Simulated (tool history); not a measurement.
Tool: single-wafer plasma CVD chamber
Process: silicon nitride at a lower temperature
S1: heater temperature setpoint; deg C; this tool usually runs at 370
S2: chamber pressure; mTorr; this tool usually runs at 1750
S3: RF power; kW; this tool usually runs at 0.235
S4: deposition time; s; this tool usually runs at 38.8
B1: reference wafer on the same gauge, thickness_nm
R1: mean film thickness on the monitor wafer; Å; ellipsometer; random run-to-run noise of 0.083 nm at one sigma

run 1 hour=0 | S1=370 S2=1750 S3=0.235 S4=38.8 | B1=38.012 | R1=405.14
-- hour=14.5 RF generator calibrated
run 2 hour=25.7 | S1=370 S2=1750 S3=0.235 S4=38.8 | B1=37.999 | R1=419.29
-- hour=51.6 capacitance manometer re-zeroed and calibrated
run 3 hour=56.6 | S1=370 S2=1750 S3=0.235 S4=38.8 | B1=37.994 | R1=410.09
run 4 hour=108.8 | S1=370 S2=1750 S3=0.235 S4=38.8 | B1=38.003 | R1=410.57
run 5 hour=123.2 | S1=370 S2=1750 S3=0.235 S4=38.8 | B1=37.987 | R1=409.37
run 6 hour=151.6 | S1=370 S2=1930 S3=0.255 S4=38.8 | B1=37.994 | R1=441.41
run 7 hour=175.9 | S1=370 S2=1930 S3=0.255 S4=38.8 | B1=38.043 | R1=442.8
run 8 hour=188.6 | S1=370 S2=1750 S3=0.235 S4=38.8 | B1=37.99 | R1=410.22
run 9 hour=216 | S1=370 S2=1370 S3=0.235 S4=38.8 | B1=38.002 | R1=370.23
run 10 hour=243.5 | S1=370 S2=1750 S3=0.235 S4=38.8 | B1=38.008 | R1=408.91
-- hour=254.2 gauge calibrated
run 11 hour=273.4 | S1=370 S2=1750 S3=0.235 S4=38.8 | B1=38.043 | R1=409.99
run 12 hour=286.8 | S1=370 S2=1750 S3=0.235 S4=38.8 | B1=37.984 | R1=408.98
-- hour=319.8 thermocouple changed; heater temperature recalibrated
run 13 hour=320.3 | S1=370 S2=1750 S3=0.26 S4=46.1 | B1=37.982 | R1=509.66
run 14 hour=413 | S1=370 S2=2040 S3=0.215 S4=38.8 | B1=38.021 | R1=413.05
run 15 hour=442.5 | S1=370 S2=1750 S3=0.235 S4=38.8 | B1=37.963 | R1=406.9
-- hour=452.4 showerhead replaced
run 16 hour=473.9 | S1=370 S2=1450 S3=0.19 S4=43.9 | B1=37.999 | R1=385.97
run 17 hour=499.9 | S1=370 S2=1750 S3=0.235 S4=38.8 | B1=38.021 | R1=407.97
run 18 hour=514.7 | S1=375 S2=1570 S3=0.235 S4=42.3 | B1=38.007 | R1=423.68
run 19 hour=529.9 | S1=370 S2=1750 S3=0.235 S4=38.8 | B1=37.987 | R1=407.43
run 20 hour=559.1 | S1=357 S2=2170 S3=0.235 S4=35.7 | B1=38.024 | R1=407.51
run 21 hour=575.3 | S1=383 S2=1950 S3=0.225 S4=44.6 | B1=37.991 | R1=474.34
run 22 hour=601.3 | S1=370 S2=1420 S3=0.205 S4=38.8 | B1=38.032 | R1=347.98
run 23 hour=621.6 | S1=358 S2=1750 S3=0.235 S4=38.8 | B1=38.011 | R1=409.73
run 24 hour=651.2 | S1=384 S2=1750 S3=0.235 S4=38.8 | B1=38.018 | R1=403.45
run 25 hour=686.1 | S1=384 S2=1750 S3=0.25 S4=40.8 | B1=37.983 | R1=436.91
run 26 hour=713.9 | S1=370 S2=1750 S3=0.235 S4=34.8 | B1=37.999 | R1=363.72
run 27 hour=734.4 | S1=360 S2=1950 S3=0.25 S4=42.9 | B1=38.012 | R1=484.16
run 28 hour=760 | S1=370 S2=1910 S3=0.255 S4=38.8 | B1=37.997 | R1=435.82
run 29 hour=783.7 | S1=370 S2=1450 S3=0.235 S4=38.8 | B1=37.978 | R1=375.34

Each row is a separate what-if for the run after 29, all from the same tool condition, not one after another. Results?
run A hour=784.1 | S1=370 S2=1750 S3=0.235 S4=38.8 | B1=? | R1=?
run B hour=784.1 | S1=355 S2=1750 S3=0.235 S4=31.3 | B1=? | R1=?
run C hour=784.1 | S1=370 S2=1750 S3=0.21 S4=38.8 | B1=? | R1=?

run=A B1=37.99 R1=405.44
run=B B1=37.99 R1=329.39
run=C B1=37.99 R1=383.48
Without the tool's hidden state the same runs would have given:
run=A R1=412.25
run=B R1=334.93
run=C R1=390.17

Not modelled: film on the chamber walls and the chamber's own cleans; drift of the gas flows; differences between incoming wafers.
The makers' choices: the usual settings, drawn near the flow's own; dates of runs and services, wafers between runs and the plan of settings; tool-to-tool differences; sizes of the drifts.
